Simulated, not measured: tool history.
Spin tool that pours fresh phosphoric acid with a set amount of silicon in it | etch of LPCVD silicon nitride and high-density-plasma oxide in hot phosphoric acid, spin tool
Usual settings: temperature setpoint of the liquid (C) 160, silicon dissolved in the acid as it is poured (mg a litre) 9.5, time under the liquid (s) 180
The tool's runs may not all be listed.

run     day  temperature setpoint of the liquid (C)  silicon dissolved in the acid as it is poured (mg a litre)  time under the liquid (s)  wafers since the last listed run  hours since the thermometer was replaced  hours since the dissolved silicon flow meter was replaced  hours since the heated supply line was repaired  hours since the gauge calibration  read-back film thickness of the LPCVD silicon nitride reference wafer, read on the same gauge (nm)  read-back film thickness of the high-density-plasma oxide reference wafer, read on the same gauge (nm)  thickness taken off the LPCVD silicon nitride on a monitor wafer (Å)  thickness taken off the high-density-plasma oxide on a monitor wafer (Å)
  1       0                                     160                                                         9.5                        180                                 0                                    1576.1                                                      320.9                                           3323.3                               1097                                                                                                 130                                                                                                  70.005                                                                 157.5                                                                       9.5
      0.958  -- thermometer replaced
  2   3.392                                     160                                                         9.5                        180                               667                                      58.4                                                      402.3                                           3404.7                             1178.4                                                                                              129.99                                                                                                  69.974                                                                 153.2                                                                      8.23
      4.854  -- heated supply line repaired
  3   6.517                                     160                                                         9.5                        180                               614                                     133.4                                                      477.3                                             39.9                             1253.4                                                                                              130.02                                                                                                  70.002                                                                 161.4                                                                      8.89
  4   8.158                                     160                                                         9.5                        180                               327                                     172.8                                                      516.7                                             79.3                             1292.8                                                                                              130.01                                                                                                  69.981                                                                 162.1                                                                     10.12
  5  11.333                                     160                                                         9.5                        180                               632                                       249                                                      592.9                                            155.5                               1369                                                                                              130.02                                                                                                  70.029                                                                 162.7                                                                      9.51
  6  13.192                                     160                                                         9.5                        215                               370                                     293.6                                                      637.5                                            200.1                             1413.6                                                                                              130.03                                                                                                  69.993                                                                 192.7                                                                     11.03
  7  14.829                                     159                                                         9.5                        180                               326                                     332.9                                                      676.8                                            239.4                             1452.9                                                                                              130.01                                                                                                      70                                                                   156                                                                      8.95
     16.733  -- gauge calibrated
  8  17.654                                     160                                                         9.5                        180                               562                                     400.7                                                      744.6                                            307.2                               22.1                                                                                              129.99                                                                                                  70.012                                                                 161.9                                                                      9.53
  9  21.642                                   158.5                                                         9.5                         90                               794                                     496.4                                                      840.3                                            402.9                              117.8                                                                                              130.01                                                                                                  70.009                                                                  77.3                                                                      4.38
 10  23.983                                     160                                                           4                        255                               466                                     552.6                                                      896.5                                            459.1                                174                                                                                              129.98                                                                                                  69.981                                                                 231.1                                                                     14.48
     25.362  -- dissolved silicon flow meter replaced
 11  26.829                                   157.5                                                          12                        180                               558                                     620.9                                                       35.2                                            527.4                              242.3                                                                                              130.01                                                                                                  69.972                                                                 148.8                                                                      7.73
 12  32.533                                     160                                                        13.5                        270                              1136                                     757.8                                                      172.1                                            664.3                              379.2                                                                                                 130                                                                                                   69.99                                                                 242.1                                                                     13.47
 13  36.508                                   161.5                                                         9.5                         85                               791                                     853.2                                                      267.5                                            759.7                              474.6                                                                                              129.99                                                                                                  69.987                                                                  80.7                                                                       4.6
 14  40.083                                     160                                                         9.5                        145                               712                                       939                                                      353.3                                            845.5                              560.4                                                                                                 130                                                                                                  70.004                                                                 130.3                                                                      8.04
 15  44.279                                     162                                                          12                        180                               835                                    1039.7                                                        454                                            946.2                              661.1                                                                                              129.99                                                                                                   69.99                                                                 173.9                                                                     10.15
 16  53.029                                     160                                                         9.5                        180                              1743                                    1249.7                                                        664                                           1156.2                              871.1                                                                                              130.01                                                                                                      70                                                                 162.7                                                                       8.7
     56.042  -- dissolved silicon flow meter replaced
 17  56.804                                     160                                                         4.5                        180                               743                                    1340.3                                                       18.3                                           1246.8                              961.7                                                                                              129.98                                                                                                  70.007                                                                 161.8                                                                      9.84
 18  58.921                                     160                                                           5                        180                               421                                    1391.1                                                       69.1                                           1297.6                             1012.5                                                                                              130.02                                                                                                  70.027                                                                 162.2                                                                     10.41
 19  61.175                                     160                                                         9.5                        180                               449                                    1445.2                                                      123.2                                           1351.7                             1066.6                                                                                              129.99                                                                                                  69.976                                                                 160.8                                                                      8.97
 20  62.771                                     158                                                         9.5                        215                               317                                    1483.5                                                      161.5                                             1390                             1104.9                                                                                                 130                                                                                                  69.989                                                                 180.6                                                                       9.7
 21  66.642                                   162.5                                                         6.5                         70                               771                                    1576.4                                                      254.4                                           1482.9                             1197.8                                                                                              130.02                                                                                                  69.993                                                                  68.2                                                                      4.71
 22  69.954                                     160                                                         9.5                        180                               659                                    1655.9                                                      333.9                                           1562.4                             1277.3                                                                                              129.99                                                                                                  69.989                                                                 162.1                                                                      9.61

Measured less the same run without the tool's hidden state. The same run-to-run variation is in both; the gauge's scatter may not be:
The hidden state here: liquid hotter than its thermometer reads (K); dissolved silicon flow below the setpoint (%); temperature lost on the way to the wafer (K); gauge reads high (%).
run  thickness taken off the LPCVD silicon nitride on a monitor wafer (Å)  thickness taken off the high-density-plasma oxide on a monitor wafer (Å)
  1                                                                  -4.3                                                                     -0.57
  2                                                                    -8                                                                     -0.97
  3                                                                  +0.6                                                                     +0.08
  4                                                                  +0.6                                                                     +0.08
  5                                                                  +0.6                                                                     +0.08
  6                                                                  +0.7                                                                     +0.08
  7                                                                  +0.5                                                                     +0.07
  8                                                                  +0.5                                                                     +0.07
  9                                                                  +0.2                                                                     +0.03
 10                                                                  +0.7                                                                      +0.1
 11                                                                  +0.5                                                                     +0.05
 12                                                                  +0.7                                                                     +0.09
 13                                                                  +0.2                                                                     +0.03
 14                                                                  +0.3                                                                     +0.05
 15                                                                  +0.4                                                                     +0.05
 16                                                                  +0.4                                                                     +0.04
 17                                                                  +0.3                                                                     +0.04
 18                                                                  +0.4                                                                     +0.05
 19                                                                  +0.3                                                                     +0.04
 20                                                                  +0.4                                                                     +0.05
 21                                                                  +0.1                                                                     +0.01
 22                                                                  +0.3                                                                     +0.03
